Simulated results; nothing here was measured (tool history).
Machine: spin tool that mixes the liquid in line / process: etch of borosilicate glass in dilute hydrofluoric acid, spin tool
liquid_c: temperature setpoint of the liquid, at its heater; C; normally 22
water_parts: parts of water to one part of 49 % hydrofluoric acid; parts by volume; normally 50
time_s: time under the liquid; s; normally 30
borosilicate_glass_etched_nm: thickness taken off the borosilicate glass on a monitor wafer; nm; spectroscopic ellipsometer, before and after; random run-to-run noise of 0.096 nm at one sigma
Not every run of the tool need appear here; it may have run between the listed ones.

run    hour  liquid_c  water_parts  time_s  read-back film thickness of the borosilicate glass reference wafer, read on the same gauge (nm)  borosilicate_glass_etched_nm
  1       0        22           50      45                                                                                            99.98                         41.75
       40.3  -- thermometer replaced
  2    42.5        22           50      45                                                                                           100.02                         41.88
  3   126.6        22           65      30                                                                                           100.03                         20.99
  4   171.4        22           65      30                                                                                            99.99                         20.93
  5   220.2        22           65      30                                                                                            99.99                         20.88
  6   295.7      23.5           50      30                                                                                           100.01                          29.6
  7   402.4      23.5           50      30                                                                                            99.99                         29.45
  8   444.7        22           50      30                                                                                           100.02                          27.6
  9   530.1        22           50      30                                                                                            99.98                         27.54
 10   570.9        22           50      30                                                                                            99.99                         27.47
 11   613.7        19           50      30                                                                                           100.01                         24.17
 12   693.9        19           50      30                                                                                            99.99                         24.36
 13   795.1        19           50      30                                                                                              100                         24.14
 14   871.3        22           50      30                                                                                            99.98                         27.35
 15   940.6        22           50      30                                                                                              100                          27.4
 16   985.4        22           50      45                                                                                              100                         40.93
 17  1048.2        22           50      15                                                                                              100                         13.54
     1053.2  -- thermometer replaced
 18  1348.1        26           60      15                                                                                              100                            13
 19  1420.6        25           30      15                                                                                              100                         26.17
     1522.3  -- gauge calibrated
 20  1710.3        22           60      50                                                                                              100                         36.79
 21  1807.5        22           50      30                                                                                              100                         26.73
 22  1902.6        22           50      30                                                                                            99.99                         26.68
 23  1971.7        22           50      45                                                                                            99.98                         40.26
     2018.3  -- hydrofluoric acid flow meter replaced
 24  2043.1        22           60      30                                                                                              100                         23.01
 25  2130.4        26           50      40                                                                                              100                          44.1
 26  2191.5        22           50      20                                                                                            99.99                         18.61
     2216.1  -- thermometer replaced
 27  2292.9        22           45      40                                                                                              100                         41.57
 28  2361.4        19           25      30                                                                                            99.99                          50.5
 29  2449.8        20           40      15                                                                                              100                         16.12
 30  2542.8        22           30      30                                                                                           100.03                         46.97

Below are 4 alternative next runs, each starting from the tool's condition after run 30. Predict each:
  A  2543.2        22           50      30                                                                                                ?                             ?
  B  2543.2        26           50      30                                                                                                ?                             ?
  C  2543.2      26.5           35      20                                                                                                ?                             ?
  D  2543.2        25           75      30                                                                                                ?                             ?

run  read-back film thickness of the borosilicate glass reference wafer, read on the same gauge (nm)  borosilicate_glass_etched_nm
  A                                                                                              100                         27.74
  B                                                                                              100                          32.7
  C                                                                                              100                         32.48
  D                                                                                              100                         20.24
Without the tool's hidden state the same runs would have given:
run  borosilicate_glass_etched_nm
  A                         28.11
  B                         33.14
  C                          32.9
  D                         20.52
